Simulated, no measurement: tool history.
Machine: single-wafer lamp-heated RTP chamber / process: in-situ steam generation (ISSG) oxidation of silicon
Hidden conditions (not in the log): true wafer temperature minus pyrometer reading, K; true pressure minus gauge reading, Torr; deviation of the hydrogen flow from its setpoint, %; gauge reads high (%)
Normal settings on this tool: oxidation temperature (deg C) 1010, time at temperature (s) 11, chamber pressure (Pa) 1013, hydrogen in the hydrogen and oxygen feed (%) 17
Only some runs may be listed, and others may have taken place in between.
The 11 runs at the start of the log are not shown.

run	hour	oxidation temperature (deg C)	time at temperature (s)	chamber pressure (Pa)	hydrogen in the hydrogen and oxygen feed (%)	wafers since the last listed run	wafers since the last pyrometer calibration	hours since the pressure gauge was zeroed	hours since the hydrogen flow controller was replaced	hours since the gauge calibration	read-back reference wafer on the same gauge, thickness	oxide thickness on the monitor wafer (nm)
12	302.1	998	12	1213	25	216	758	92.6	332.8	1155.2	4.789	4.432
13	390	1023	11	1013	17	852	1610	180.5	420.7	1243.1	4.777	4.284
14	424.1	1010	11	1120	17	330	1941	214.6	454.8	1277.2	4.792	4.051
15	445.3	1010	11	1013	17	205	2147	235.8	476	1298.4	4.791	4.122
16	479.4	1010	11	1013	17	330	2477	269.9	510.1	1332.5	4.778	4.041
17	503.2	1010	11	1013	17	230	2708	293.7	533.9	1356.3	4.792	4.073
18	516.9	1010	13	920	17	132	2841	307.4	547.6	1370	4.792	4.396
# hour 529.6: gauge calibrated
19	537.4	1023	11	920	17	198	3039	327.9	568.1	7.8	4.785	4.323

Run 20 is up next; what results do you expect?
20	569.6	1010	11	1013	17	312	3352	360.1	600.3	40	?	?

{"run 20": {"read-back reference wafer on the same gauge, thickness": 4.783, "oxide thickness on the monitor wafer (nm)": 4.164}}
Were there no unlogged condition in the tool, this run, its random variation unchanged, would have produced oxide thickness on the monitor wafer (nm) 4.066.
